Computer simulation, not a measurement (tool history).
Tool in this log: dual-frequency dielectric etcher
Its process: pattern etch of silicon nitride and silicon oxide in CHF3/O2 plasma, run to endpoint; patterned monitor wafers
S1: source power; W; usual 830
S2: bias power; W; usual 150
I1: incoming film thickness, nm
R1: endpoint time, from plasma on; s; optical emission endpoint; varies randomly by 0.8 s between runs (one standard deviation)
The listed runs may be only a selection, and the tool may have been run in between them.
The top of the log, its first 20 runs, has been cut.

Run 21, hour 256.9: usual settings but S1 1030 W, S2 121 W; I1 177.9. Result: R1 108.1 s.
Run 22, hour 270.5: usual settings but S1 920 W, S2 122 W; I1 178.3. Result: R1 112.6 s.
Run 23, hour 284.0: usual settings but S1 950 W, S2 123 W; I1 178.3. Result: R1 109.7 s.
Run 24, hour 294.4: usual settings but S1 890 W, S2 168 W; I1 178.5. Result: R1 107.0 s.
At hour 305.0: bias power generator calibrated.
Run 25, hour 306.4: usual settings; I1 179.0. Result: R1 112.7 s.
Run 26, hour 312.5: usual settings but S1 990 W, S2 170 W; I1 178.5. Result: R1 103.3 s.
Run 27, hour 327.3: usual settings; I1 179.5. Result: R1 112.7 s.
Run 28, hour 341.0: usual settings but S1 950 W; I1 178.2. Result: R1 107.1 s.
Run 29, hour 357.5: usual settings but S1 940 W, S2 135 W; I1 178.2. Result: R1 108.7 s.
Run 30, hour 369.6: usual settings but S2 163 W; I1 178.3. Result: R1 109.5 s.
Run 31, hour 386.2: usual settings but S1 940 W; I1 177.4. Result: R1 107.3 s.
Run 32, hour 403.3: usual settings but S1 910 W, S2 182 W; I1 176.6. Result: R1 103.4 s.

5 options for the next run, each taken on its own from the tool as it stands now. Forecast them:
Run A, hour 403.8: usual settings; I1 180.5. Result: R1 ?.
Run B, hour 403.8: usual settings but S1 630 W, S2 115 W; I1 180.5. Result: R1 ?.
Run C, hour 403.8: usual settings but S1 980 W, S2 163 W; I1 180.5. Result: R1 ?.
Run D, hour 403.8: usual settings but S1 910 W, S2 137 W; I1 180.5. Result: R1 ?.
Run E, hour 403.8: usual settings but S1 750 W, S2 140 W; I1 180.5. Result: R1 ?.

run     R1
  A  112.9
  B  127.4
  C  105.8
  D  111.3
  E  117.7
Stripped of hidden state, with their random variation kept, the same runs would have yielded:
run     R1
  A  116.5
  B  131.4
  C  109.1
  D  114.8
  E  121.4
